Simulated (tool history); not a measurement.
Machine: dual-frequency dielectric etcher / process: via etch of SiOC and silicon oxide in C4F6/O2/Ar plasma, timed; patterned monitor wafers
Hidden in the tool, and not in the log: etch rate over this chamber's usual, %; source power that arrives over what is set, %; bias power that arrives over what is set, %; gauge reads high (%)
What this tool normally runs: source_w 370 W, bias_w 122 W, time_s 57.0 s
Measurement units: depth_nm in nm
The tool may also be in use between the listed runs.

run    hour  source_w  bias_w  time_s  wafers since the last listed run  hours since the last wet clean  hours since the last source power generator calibration  hours since the last bias power generator calibration  hours since the last upper electrode change  hours since the gauge calibration  read-back reference wafer on the same gauge, depth_nm  depth_nm
  1     0.0       370     122    57.0                                 0                           538.2                                                   1469.0                                                 1569.5                                       5481.0                             1526.4                                                   40.5      46.9
       12.9  -- gauge calibrated
       76.6  -- wet clean of the chamber
  2   106.7       370     122    57.0                              1114                            30.1                                                   1575.7                                                 1676.2                                       5587.7                               93.8                                                   39.6      46.2
  3   144.1       370     122    57.0                               504                            67.5                                                   1613.1                                                 1713.6                                       5625.1                              131.2                                                   39.6      46.2
  4   189.3       370     122    57.0                               609                           112.7                                                   1658.3                                                 1758.8                                       5670.3                              176.4                                                   39.7      45.7
  5   291.3       370     122    57.0                              1374                           214.7                                                   1760.3                                                 1860.8                                       5772.3                              278.4                                                   39.9      46.6
  6   483.1       370     122    57.0                              2585                           406.5                                                   1952.1                                                 2052.6                                       5964.1                              470.2                                                   40.0      45.9
  7   573.3       370     122    57.0                              1215                           496.7                                                   2042.3                                                 2142.8                                       6054.3                              560.4                                                   40.2      46.2
      611.5  -- wet clean of the chamber
  8   617.3       370     136    57.0                               269                             5.8                                                   2086.3                                                 2186.8                                       6098.3                              604.4                                                   40.2      48.2
  9   668.1       370     136    57.0                               684                            56.6                                                   2137.1                                                 2237.6                                       6149.1                              655.2                                                   40.2      48.5
 10   712.2       370     136    57.0                               594                           100.7                                                   2181.2                                                 2281.7                                       6193.2                              699.3                                                   40.3      48.2
 11   754.9       430     122    57.0                               575                           143.4                                                   2223.9                                                 2324.4                                       6235.9                              742.0                                                   40.3      50.0
 12   831.8       370     122    57.0                              1036                           220.3                                                   2300.8                                                 2401.3                                       6312.8                              818.9                                                   40.3      46.8
      886.7  -- bias power generator calibrated
 13   916.4       370     122    57.0                              1086                           304.9                                                   2385.4                                                   29.7                                       6397.4                              903.5                                                   40.3      47.5
 14   959.9       370     122    57.0                               586                           348.4                                                   2428.9                                                   73.2                                       6440.9                              947.0                                                   40.4      46.6
 15  1001.9       370     101    57.0                               566                           390.4                                                   2470.9                                                  115.2                                       6482.9                              989.0                                                   40.5      44.4
     1074.5  -- upper electrode replaced
 16  1081.2       310     149    57.0                               745                           469.7                                                   2550.2                                                  194.5                                          6.7                             1068.3                                                   40.5      46.7
     1246.0  -- wet clean of the chamber
 17  1296.8       280     122    62.5                              2582                            50.8                                                   2765.8                                                  410.1                                        222.3                             1283.9                                                   40.4      46.0
 18  1337.2       370     122    57.0                               544                            91.2                                                   2806.2                                                  450.5                                        262.7                             1324.3                                                   40.4      47.7
     1420.2  -- gauge calibrated
 19  1442.8       420      92    57.0                              1423                           196.8                                                   2911.8                                                  556.1                                        368.3                               22.6                                                   39.6      44.1
     1511.8  -- source power generator calibrated
 20  1532.4       370     122    72.0                              1153                           286.4                                                     20.6                                                  645.7                                        457.9                              112.2                                                   39.8      58.4
 21  1614.6       400     109    64.5                              1107                           368.6                                                    102.8                                                  727.9                                        540.1                              194.4                                                   39.9      52.0
 22  1703.3       460     146    69.5                              1195                           457.3                                                    191.5                                                  816.6                                        628.8                              283.1                                                   40.1      65.4

Run 23 has not been measured yet. What should we expect?
 23  1831.5       440     114    42.0                              1727                           585.5                                                    319.7                                                  944.8                                        757.0                              411.3                                                      ?         ?

Logged for run 23: read-back reference wafer on the same gauge, depth_nm 40.3, depth_nm 36.3 nm.
Were there no unlogged condition in the tool, this run, its random variation unchanged, would have produced depth_nm 35.5 nm.

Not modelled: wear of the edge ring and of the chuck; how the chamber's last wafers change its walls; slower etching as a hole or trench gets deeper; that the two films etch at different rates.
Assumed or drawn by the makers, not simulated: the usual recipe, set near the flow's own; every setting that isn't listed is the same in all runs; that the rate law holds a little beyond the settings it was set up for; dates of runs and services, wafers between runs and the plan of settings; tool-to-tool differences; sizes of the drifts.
